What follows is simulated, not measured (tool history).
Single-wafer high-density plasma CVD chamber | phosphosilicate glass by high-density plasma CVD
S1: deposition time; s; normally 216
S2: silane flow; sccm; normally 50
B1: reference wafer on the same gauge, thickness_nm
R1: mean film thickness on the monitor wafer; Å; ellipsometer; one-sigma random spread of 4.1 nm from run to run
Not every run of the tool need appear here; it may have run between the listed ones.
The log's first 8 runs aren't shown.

run    hour   S1  S2        B1        R1
      703.4  -- silane flow controller replaced
  9   769.9  201  50  1050.123   9747.47
      785.7  -- gauge calibrated
 10   806.6  201  50  1049.559   9744.78
 11   856.9  198  46  1049.311   9259.49
 12   907.2  198  46  1049.472   9210.95
 13  1095.2  198  46  1050.698   9160.05
 14  1146.3  216  50  1051.205  10411.25
 15  1209.8  216  50  1050.568  10446.21
 16  1279.3  216  50  1050.111  10482.88
 17  1334.2  216  50  1050.248  10491.91
 18  1363.9  216  50  1050.389  10400.34
 19  1422.3  216  50  1049.323  10433.42
 20    1485  216  50  1049.316  10450.67
 21  1536.4  216  50  1050.871  10393.23
 22  1595.1  216  41  1049.594   9516.31
 23  1645.9  216  50  1049.144  10444.42
 24  1689.6  216  45   1049.69   9861.51
 25  1716.2  252  59  1048.838  13337.97
 26  1764.5  242  44  1049.306  10962.63
 27  1803.2  192  46  1049.611   8859.56
 28  1835.1  196  41  1048.664   8589.87
 29  1891.6  257  50  1050.921  12379.69
 30  1948.9  184  46   1048.89   8511.23
 31  2012.5  237  53  1050.694  11825.59
 32  2063.3  197  40  1049.731   8509.71
 33  2088.4  216  50   1049.35  10419.03

Forecast run 34:
 34  2123.3  243  59   ?   ?

{"run 34": {"B1": 1049.444, "R1": 12792.88}}
Were there no unlogged condition in the tool, this run, its random variation unchanged, would have produced R1 12912.68 Å.
